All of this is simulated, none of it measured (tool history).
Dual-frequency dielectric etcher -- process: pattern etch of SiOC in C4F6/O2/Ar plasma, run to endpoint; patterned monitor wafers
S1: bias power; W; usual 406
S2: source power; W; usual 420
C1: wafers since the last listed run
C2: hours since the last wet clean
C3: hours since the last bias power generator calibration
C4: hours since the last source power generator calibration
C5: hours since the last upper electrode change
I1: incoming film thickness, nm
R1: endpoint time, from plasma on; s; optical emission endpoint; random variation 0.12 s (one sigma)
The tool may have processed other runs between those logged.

run 1 hour=0.0 | S1=406 S2=420 | C1=0 C2=486.9 C3=3628.0 C4=2019.0 C5=4411.4 | I1=39.92 | R1=16.4
run 2 hour=10.8 | S1=406 S2=380 | C1=162 C2=497.7 C3=3638.8 C4=2029.8 C5=4422.2 | I1=39.62 | R1=17.1
run 3 hour=19.5 | S1=406 S2=380 | C1=130 C2=506.4 C3=3647.5 C4=2038.5 C5=4430.9 | I1=40.18 | R1=17.5
run 4 hour=27.9 | S1=406 S2=380 | C1=126 C2=514.8 C3=3655.9 C4=2046.9 C5=4439.3 | I1=40.58 | R1=17.6
run 5 hour=44.3 | S1=485 S2=450 | C1=246 C2=531.2 C3=3672.3 C4=2063.3 C5=4455.7 | I1=40.29 | R1=15.0
run 6 hour=54.7 | S1=485 S2=450 | C1=156 C2=541.6 C3=3682.7 C4=2073.7 C5=4466.1 | I1=40.34 | R1=14.8
run 7 hour=68.0 | S1=372 S2=420 | C1=199 C2=554.9 C3=3696.0 C4=2087.0 C5=4479.4 | I1=40.12 | R1=17.0
run 8 hour=75.2 | S1=372 S2=420 | C1=108 C2=562.1 C3=3703.2 C4=2094.2 C5=4486.6 | I1=40.61 | R1=17.4
run 9 hour=86.2 | S1=372 S2=420 | C1=165 C2=573.1 C3=3714.2 C4=2105.2 C5=4497.6 | I1=40.02 | R1=16.8
run 10 hour=97.3 | S1=406 S2=420 | C1=166 C2=584.2 C3=3725.3 C4=2116.3 C5=4508.7 | I1=39.98 | R1=16.5
run 11 hour=106.7 | S1=406 S2=420 | C1=141 C2=593.6 C3=3734.7 C4=2125.7 C5=4518.1 | I1=40.13 | R1=16.8
run 12 hour=117.5 | S1=435 S2=420 | C1=162 C2=604.4 C3=3745.5 C4=2136.5 C5=4528.9 | I1=39.67 | R1=16.1
run 13 hour=134.3 | S1=344 S2=420 | C1=252 C2=621.2 C3=3762.3 C4=2153.3 C5=4545.7 | I1=40.61 | R1=18.0
run 14 hour=147.4 | S1=470 S2=370 | C1=196 C2=634.3 C3=3775.4 C4=2166.4 C5=4558.8 | I1=40.02 | R1=16.9
run 15 hour=164.1 | S1=406 S2=420 | C1=251 C2=651.0 C3=3792.1 C4=2183.1 C5=4575.5 | I1=40.64 | R1=16.9
run 16 hour=180.0 | S1=454 S2=490 | C1=238 C2=666.9 C3=3808.0 C4=2199.0 C5=4591.4 | I1=40.16 | R1=15.0
-- hour=206.5 wet clean of the chamber
run 17 hour=207.0 | S1=373 S2=340 | C1=45 C2=0.5 C3=3835.0 C4=2226.0 C5=4618.4 | I1=40.12 | R1=18.3
run 18 hour=211.3 | S1=333 S2=460 | C1=64 C2=4.8 C3=3839.3 C4=2230.3 C5=4622.7 | I1=39.88 | R1=16.1
run 19 hour=219.3 | S1=484 S2=390 | C1=120 C2=12.8 C3=3847.3 C4=2238.3 C5=4630.7 | I1=40.37 | R1=15.7
-- hour=266.2 bias power generator calibrated
run 20 hour=268.9 | S1=406 S2=380 | C1=685 C2=62.4 C3=2.7 C4=2287.9 C5=4680.3 | I1=39.93 | R1=16.5
run 21 hour=291.0 | S1=371 S2=420 | C1=332 C2=84.5 C3=24.8 C4=2310.0 C5=4702.4 | I1=40.34 | R1=16.5

What will run 22 give?
run 22 hour=298.8 | S1=406 S2=380 | C1=117 C2=92.3 C3=32.6 C4=2317.8 C5=4710.2 | I1=40.15 | R1=?

R1: 16.9 s
The same run, on a tool lacking any hidden state, would have yielded R1 16.7 s.
